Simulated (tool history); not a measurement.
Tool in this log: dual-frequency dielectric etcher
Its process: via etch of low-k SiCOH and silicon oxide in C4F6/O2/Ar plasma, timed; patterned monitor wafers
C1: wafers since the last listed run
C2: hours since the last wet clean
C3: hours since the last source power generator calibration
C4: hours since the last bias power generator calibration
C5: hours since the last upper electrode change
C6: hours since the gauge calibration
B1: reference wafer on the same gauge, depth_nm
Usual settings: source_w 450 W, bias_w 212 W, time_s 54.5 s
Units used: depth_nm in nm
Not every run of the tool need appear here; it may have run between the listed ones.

{"run": 1, "hour": 0.0, "source_w": 450, "bias_w": 212, "time_s": 54.5, "C1": 0, "C2": 139.4, "C3": 1565.8, "C4": 3719, "C5": 3930.4, "C6": 134.3, "B1": 173.9, "depth_nm": 146.2}
{"run": 2, "hour": 83.2, "source_w": 450, "bias_w": 212, "time_s": 54.5, "C1": 574, "C2": 222.6, "C3": 1649, "C4": 3802.2, "C5": 4013.6, "C6": 217.5, "B1": 174.1, "depth_nm": 144.8}
{"run": 3, "hour": 111.6, "source_w": 450, "bias_w": 212, "time_s": 54.5, "C1": 196, "C2": 251, "C3": 1677.4, "C4": 3830.6, "C5": 4042, "C6": 245.9, "B1": 173.9, "depth_nm": 144.8}
{"run": 4, "hour": 124.3, "source_w": 450, "bias_w": 212, "time_s": 54.5, "C1": 87, "C2": 263.7, "C3": 1690.1, "C4": 3843.3, "C5": 4054.7, "C6": 258.6, "B1": 174, "depth_nm": 144.3}
{"run": 5, "hour": 140.4, "source_w": 450, "bias_w": 212, "time_s": 54.5, "C1": 111, "C2": 279.8, "C3": 1706.2, "C4": 3859.4, "C5": 4070.8, "C6": 274.7, "B1": 174.1, "depth_nm": 144.5}
{"run": 6, "hour": 175.6, "source_w": 450, "bias_w": 212, "time_s": 54.5, "C1": 243, "C2": 315, "C3": 1741.4, "C4": 3894.6, "C5": 4106, "C6": 309.9, "B1": 174.1, "depth_nm": 141.4}
{"hour": 195.9, "done": "bias power generator calibrated"}
{"run": 7, "hour": 202.8, "source_w": 450, "bias_w": 212, "time_s": 54.5, "C1": 160, "C2": 342.2, "C3": 1768.6, "C4": 6.9, "C5": 4133.2, "C6": 337.1, "B1": 174.1, "depth_nm": 141.8}
{"hour": 242.3, "done": "gauge calibrated"}
{"hour": 250.6, "done": "upper electrode replaced"}
{"run": 8, "hour": 251.1, "source_w": 450, "bias_w": 234, "time_s": 54.5, "C1": 167, "C2": 390.5, "C3": 1816.9, "C4": 55.2, "C5": 0.5, "C6": 8.8, "B1": 174.1, "depth_nm": 147.8}
{"run": 9, "hour": 251.8, "source_w": 450, "bias_w": 238, "time_s": 67.5, "C1": 4, "C2": 391.2, "C3": 1817.6, "C4": 55.9, "C5": 1.2, "C6": 9.5, "B1": 174, "depth_nm": 182.7}
{"hour": 256.2, "done": "source power generator calibrated"}
{"run": 10, "hour": 268.8, "source_w": 360, "bias_w": 161, "time_s": 63.5, "C1": 89, "C2": 408.2, "C3": 12.6, "C4": 72.9, "C5": 18.2, "C6": 26.5, "B1": 173.9, "depth_nm": 139.6}
{"hour": 315.0, "done": "wet clean of the chamber"}
{"run": 11, "hour": 315.5, "source_w": 450, "bias_w": 212, "time_s": 54.5, "C1": 156, "C2": 0.5, "C3": 59.3, "C4": 119.6, "C5": 64.9, "C6": 73.2, "B1": 174.1, "depth_nm": 148.4}
{"run": 12, "hour": 361.6, "source_w": 450, "bias_w": 212, "time_s": 54.5, "C1": 318, "C2": 46.6, "C3": 105.4, "C4": 165.7, "C5": 111, "C6": 119.3, "B1": 174, "depth_nm": 147.2}
{"run": 13, "hour": 383.9, "source_w": 400, "bias_w": 192, "time_s": 54.5, "C1": 154, "C2": 68.9, "C3": 127.7, "C4": 188, "C5": 133.3, "C6": 141.6, "B1": 173.9, "depth_nm": 137.1}
{"run": 14, "hour": 405.0, "source_w": 420, "bias_w": 249, "time_s": 66, "C1": 145, "C2": 90, "C3": 148.8, "C4": 209.1, "C5": 154.4, "C6": 162.7, "B1": 174, "depth_nm": 185.1}

Here are 3 independent what-if runs from the current tool condition. What would each one return?
{"run": "A", "hour": 405.4, "source_w": 450, "bias_w": 212, "time_s": 63, "C1": 2, "C2": 90.4, "C3": 149.2, "C4": 209.5, "C5": 154.8, "C6": 163.1, "B1": "?", "depth_nm": "?"}
{"run": "B", "hour": 405.4, "source_w": 450, "bias_w": 212, "time_s": 40, "C1": 2, "C2": 90.4, "C3": 149.2, "C4": 209.5, "C5": 154.8, "C6": 163.1, "B1": "?", "depth_nm": "?"}
{"run": "C", "hour": 405.4, "source_w": 450, "bias_w": 249, "time_s": 66, "C1": 2, "C2": 90.4, "C3": 149.2, "C4": 209.5, "C5": 154.8, "C6": 163.1, "B1": "?", "depth_nm": "?"}

run=A B1=174.1 depth_nm=168
run=B B1=174.1 depth_nm=106.7
run=C B1=174.1 depth_nm=187.4
With the hidden condition removed and each run's random variation left untouched, the same runs would have given:
run=A depth_nm=169.9
run=B depth_nm=107.9
run=C depth_nm=189.6
